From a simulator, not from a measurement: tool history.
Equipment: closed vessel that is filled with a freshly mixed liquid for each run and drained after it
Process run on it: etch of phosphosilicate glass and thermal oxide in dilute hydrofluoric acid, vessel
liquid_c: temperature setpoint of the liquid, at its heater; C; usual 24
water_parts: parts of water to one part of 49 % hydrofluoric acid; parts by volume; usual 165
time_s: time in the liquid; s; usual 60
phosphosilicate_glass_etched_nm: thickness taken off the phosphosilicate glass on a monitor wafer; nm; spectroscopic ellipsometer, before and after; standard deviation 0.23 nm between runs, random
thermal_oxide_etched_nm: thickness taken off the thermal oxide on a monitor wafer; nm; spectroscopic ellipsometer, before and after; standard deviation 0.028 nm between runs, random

run   hour  liquid_c  water_parts  time_s  wafers since the last listed run  hours since the thermometer was replaced  hours since the hydrofluoric acid flow meter was replaced  hours since the gauge calibration  read-back film thickness of the phosphosilicate glass reference wafer, read on the same gauge (nm)  read-back film thickness of the thermal oxide reference wafer, read on the same gauge (nm)  phosphosilicate_glass_etched_nm  thermal_oxide_etched_nm
  1      0        24          165      60                                 0                                    1032.4                                                     1768.1                              188.1                                                                                                  40                                                                                      29.993                            31.97                    1.456
  2   14.5        23          165      60                              1814                                    1046.9                                                     1782.6                              202.6                                                                                                  40                                                                                      30.012                            30.64                    1.405
  3   30.2        24          165      35                              1964                                    1062.6                                                     1798.3                              218.3                                                                                                  40                                                                                      29.938                            18.52                    0.844
      33.6  -- thermometer replaced
  4   45.9        24          165      35                              1839                                      12.3                                                       1814                                234                                                                                               39.99                                                                                       29.99                            19.69                    0.891
  5   87.4        24          165      60                              5194                                      53.8                                                     1855.5                              275.5                                                                                               40.01                                                                                       30.01                            34.16                    1.551
  6  101.5        24          165      60                              1764                                      67.9                                                     1869.6                              289.6                                                                                               40.01                                                                                      29.982                            34.39                    1.552
  7  108.5        24          165      60                               876                                      74.9                                                     1876.6                              296.6                                                                                                  40                                                                                      30.011                            33.85                    1.526
  8  115.3        24          165      60                               851                                      81.7                                                     1883.4                              303.4                                                                                               39.97                                                                                      29.994                            34.44                    1.522
  9  125.8        24          165      60                              1314                                      92.2                                                     1893.9                              313.9                                                                                               40.01                                                                                      30.024                            33.93                    1.553
 10    142        24          215      60                              2027                                     108.4                                                     1910.1                              330.1                                                                                               39.99                                                                                      29.976                            24.95                    1.102
 11  156.3        24          165      60                              1789                                     122.7                                                     1924.4                              344.4                                                                                               39.99                                                                                       29.97                            34.08                    1.492
 12  170.8        24          165      60                              1814                                     137.2                                                     1938.9                              358.9                                                                                               39.98                                                                                      29.995                            33.49                    1.542
 13  180.5        24          165      60                              1214                                     146.9                                                     1948.6                              368.6                                                                                               39.99                                                                                      29.969                            33.94                    1.519
     186.2  -- gauge calibrated
 14  187.5        24          165      35                               876                                     153.9                                                     1955.6                                1.3                                                                                               40.01                                                                                      30.014                            19.83                      0.9
 15  200.2        24          165      60                              1589                                     166.6                                                     1968.3                                 14                                                                                               40.01                                                                                      30.049                            33.93                    1.554
 16    212        24          165      60                              1476                                     178.4                                                     1980.1                               25.8                                                                                               40.01                                                                                      29.981                            33.48                    1.552
     221.7  -- hydrofluoric acid flow meter replaced
 17  228.7        24          165      90                              1964                                     195.1                                                          7                               42.5                                                                                                  40                                                                                      30.018                            50.56                    2.217
 18  237.4      27.5          140      60                              1088                                     203.8                                                       15.7                               51.2                                                                                               39.99                                                                                      30.011                            46.27                    2.097
 19  249.6      22.5          165      85                              1526                                       216                                                       27.9                               63.4                                                                                                  40                                                                                      29.991                            45.34                    2.056
 20  264.9        24          140      95                              1914                                     231.3                                                       43.2                               78.7                                                                                                  40                                                                                      29.961                            64.32                    2.836
 21  279.7        24          165      60                              1852                                     246.1                                                         58                               93.5                                                                                               39.98                                                                                      30.014                             33.8                    1.512
 22  290.7      28.5          185      60                              1376                                     257.1                                                         69                              104.5                                                                                               40.01                                                                                      30.009                            34.93                    1.571
 23  298.3      28.5          205      60                               951                                     264.7                                                       76.6                              112.1                                                                                                  40                                                                                      29.981                            30.25                    1.373
 24  312.5      22.5          135      30                              1777                                     278.9                                                       90.8                              126.3                                                                                               39.99                                                                                       29.98                            20.22                    0.909
 25  318.6      20.5          205      85                               763                                       285                                                       96.9                              132.4                                                                                               40.02                                                                                       30.04                            32.06                    1.456
 26  326.8        24          130      60                              1026                                     293.2                                                      105.1                              140.6                                                                                                  40                                                                                      29.988                            44.62                    2.027

What if the next run were any one of these 4? Each begins from the tool's condition after run 26:
  A  327.5        24          165      60                                87                                     293.9                                                      105.8                              141.3                                                                                                   ?                                                                                           ?                                ?                        ?
  B  327.5        24          100      60                                87                                     293.9                                                      105.8                              141.3                                                                                                   ?                                                                                           ?                                ?                        ?
  C  327.5        24          165      45                                87                                     293.9                                                      105.8                              141.3                                                                                                   ?                                                                                           ?                                ?                        ?
  D  327.5        20          165      75                                87                                     293.9                                                      105.8                              141.3                                                                                                   ?                                                                                           ?                                ?                        ?

run  read-back film thickness of the phosphosilicate glass reference wafer, read on the same gauge (nm)  read-back film thickness of the thermal oxide reference wafer, read on the same gauge (nm)  phosphosilicate_glass_etched_nm  thermal_oxide_etched_nm
  A                                                                                               40.01                                                                                       30.02                            33.55                    1.521
  B                                                                                               40.01                                                                                       30.02                            59.66                    2.705
  C                                                                                               40.01                                                                                       30.02                            25.16                    1.141
  D                                                                                               40.01                                                                                       30.02                            35.89                    1.627
Take away the tool's hidden state, keep each run's random variation, and the runs would have read:
run  phosphosilicate_glass_etched_nm  thermal_oxide_etched_nm
  A                            34.56                    1.567
  B                            61.53                     2.79
  C                            25.92                    1.175
  D                            37.01                    1.678

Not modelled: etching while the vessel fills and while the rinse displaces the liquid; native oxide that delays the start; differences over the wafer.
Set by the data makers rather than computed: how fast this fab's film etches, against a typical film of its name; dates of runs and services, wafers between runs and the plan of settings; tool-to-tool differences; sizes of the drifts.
